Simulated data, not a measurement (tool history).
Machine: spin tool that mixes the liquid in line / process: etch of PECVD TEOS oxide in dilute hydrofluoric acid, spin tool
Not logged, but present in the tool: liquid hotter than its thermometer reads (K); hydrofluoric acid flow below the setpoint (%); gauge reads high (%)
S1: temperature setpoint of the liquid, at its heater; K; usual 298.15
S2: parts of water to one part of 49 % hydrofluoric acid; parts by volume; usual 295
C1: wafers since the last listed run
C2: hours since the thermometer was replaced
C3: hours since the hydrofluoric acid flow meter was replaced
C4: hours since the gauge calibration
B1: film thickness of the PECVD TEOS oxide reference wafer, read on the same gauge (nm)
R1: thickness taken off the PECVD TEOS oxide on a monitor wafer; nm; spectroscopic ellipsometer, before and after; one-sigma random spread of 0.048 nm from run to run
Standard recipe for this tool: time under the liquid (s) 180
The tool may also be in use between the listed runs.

run 1 day=0 | S1=299.65 S2=295 time_under_the_liquid_(s)=180 | C1=0 C2=1417.7 C3=1018.4 C4=174.8 | B1=130 | R1=11.33
run 2 day=0.362 | S1=299.65 S2=295 time_under_the_liquid_(s)=180 | C1=82 C2=1426.4 C3=1027.1 C4=183.5 | B1=130.01 | R1=11.35
run 3 day=0.833 | S1=299.65 S2=295 time_under_the_liquid_(s)=180 | C1=107 C2=1437.7 C3=1038.4 C4=194.8 | B1=129.98 | R1=11.33
run 4 day=1.483 | S1=298.15 S2=295 time_under_the_liquid_(s)=110 | C1=148 C2=1453.3 C3=1054 C4=210.4 | B1=130 | R1=6.61
run 5 day=1.921 | S1=298.15 S2=295 time_under_the_liquid_(s)=110 | C1=100 C2=1463.8 C3=1064.5 C4=220.9 | B1=129.96 | R1=6.65
run 6 day=2.271 | S1=298.15 S2=295 time_under_the_liquid_(s)=110 | C1=80 C2=1472.2 C3=1072.9 C4=229.3 | B1=129.97 | R1=6.61
run 7 day=2.854 | S1=298.15 S2=295 time_under_the_liquid_(s)=180 | C1=133 C2=1486.2 C3=1086.9 C4=243.3 | B1=129.99 | R1=10.8
run 8 day=3.542 | S1=298.15 S2=295 time_under_the_liquid_(s)=180 | C1=157 C2=1502.7 C3=1103.4 C4=259.8 | B1=130 | R1=10.81
run 9 day=4.067 | S1=298.15 S2=295 time_under_the_liquid_(s)=180 | C1=120 C2=1515.3 C3=1116 C4=272.4 | B1=130 | R1=10.76
run 10 day=4.35 | S1=298.15 S2=295 time_under_the_liquid_(s)=180 | C1=64 C2=1522.1 C3=1122.8 C4=279.2 | B1=130.02 | R1=10.75
run 11 day=4.767 | S1=298.15 S2=295 time_under_the_liquid_(s)=180 | C1=95 C2=1532.1 C3=1132.8 C4=289.2 | B1=130.04 | R1=10.82
-- day=4.796 gauge calibrated
-- day=5.142 thermometer replaced
run 12 day=5.479 | S1=298.15 S2=295 time_under_the_liquid_(s)=180 | C1=153 C2=8.1 C3=1149.9 C4=16.4 | B1=130 | R1=9.74
run 13 day=6.179 | S1=298.15 S2=255 time_under_the_liquid_(s)=180 | C1=160 C2=24.9 C3=1166.7 C4=33.2 | B1=130.01 | R1=11.66
run 14 day=7.75 | S1=295.65 S2=195 time_under_the_liquid_(s)=180 | C1=359 C2=62.6 C3=1204.4 C4=70.9 | B1=130.01 | R1=14.99
run 15 day=8.158 | S1=298.15 S2=295 time_under_the_liquid_(s)=180 | C1=93 C2=72.4 C3=1214.2 C4=80.7 | B1=130 | R1=9.65
run 16 day=8.504 | S1=298.15 S2=295 time_under_the_liquid_(s)=180 | C1=79 C2=80.7 C3=1222.5 C4=89 | B1=130 | R1=9.66
run 17 day=8.854 | S1=298.15 S2=295 time_under_the_liquid_(s)=80 | C1=80 C2=89.1 C3=1230.9 C4=97.4 | B1=130.04 | R1=4.31
run 18 day=9.292 | S1=298.15 S2=295 time_under_the_liquid_(s)=180 | C1=100 C2=99.6 C3=1241.4 C4=107.9 | B1=129.99 | R1=9.66
-- day=9.658 hydrofluoric acid flow meter replaced
run 19 day=9.833 | S1=300.65 S2=415 time_under_the_liquid_(s)=285 | C1=114 C2=112.6 C3=4.2 C4=120.9 | B1=129.99 | R1=11.46
run 20 day=10.221 | S1=298.15 S2=380 time_under_the_liquid_(s)=180 | C1=88 C2=121.9 C3=13.5 C4=130.2 | B1=129.99 | R1=7.58
run 21 day=10.925 | S1=300.65 S2=295 time_under_the_liquid_(s)=230 | C1=161 C2=138.8 C3=30.4 C4=147.1 | B1=130.01 | R1=14.67
run 22 day=13.075 | S1=298.15 S2=295 time_under_the_liquid_(s)=275 | C1=492 C2=190.4 C3=82 C4=198.7 | B1=129.99 | R1=16.1
run 23 day=13.696 | S1=301.15 S2=295 time_under_the_liquid_(s)=180 | C1=142 C2=205.3 C3=96.9 C4=213.6 | B1=129.99 | R1=11.77
run 24 day=14.383 | S1=296.65 S2=440 time_under_the_liquid_(s)=180 | C1=157 C2=221.8 C3=113.4 C4=230.1 | B1=130 | R1=5.95
run 25 day=14.946 | S1=298.15 S2=295 time_under_the_liquid_(s)=110 | C1=128 C2=235.3 C3=126.9 C4=243.6 | B1=130.01 | R1=6.44
run 26 day=15.608 | S1=295.65 S2=295 time_under_the_liquid_(s)=105 | C1=151 C2=251.2 C3=142.8 C4=259.5 | B1=129.99 | R1=5.67

Consider 5 possible next runs. They are alternatives, not a sequence: every one starts from the tool as it was left by run 26. What does each give?
run A day=15.629 | S1=298.15 S2=295 time_under_the_liquid_(s)=105 | C1=4 C2=251.7 C3=143.3 C4=260 | B1=? | R1=?
run B day=15.629 | S1=302.15 S2=295 time_under_the_liquid_(s)=180 | C1=4 C2=251.7 C3=143.3 C4=260 | B1=? | R1=?
run C day=15.629 | S1=300.65 S2=295 time_under_the_liquid_(s)=180 | C1=4 C2=251.7 C3=143.3 C4=260 | B1=? | R1=?
run D day=15.629 | S1=301.15 S2=425 time_under_the_liquid_(s)=95 | C1=4 C2=251.7 C3=143.3 C4=260 | B1=? | R1=?
run E day=15.629 | S1=298.15 S2=295 time_under_the_liquid_(s)=135 | C1=4 C2=251.7 C3=143.3 C4=260 | B1=? | R1=?

run=A B1=130 R1=6.15
run=B B1=130 R1=12.04
run=C B1=130 R1=11.47
run=D B1=130 R1=3.74
run=E B1=130 R1=7.91
With the hidden condition removed and each run's random variation left untouched, the same runs would have given:
run=A R1=6.12
run=B R1=12
run=C R1=11.42
run=D R1=3.74
run=E R1=7.87
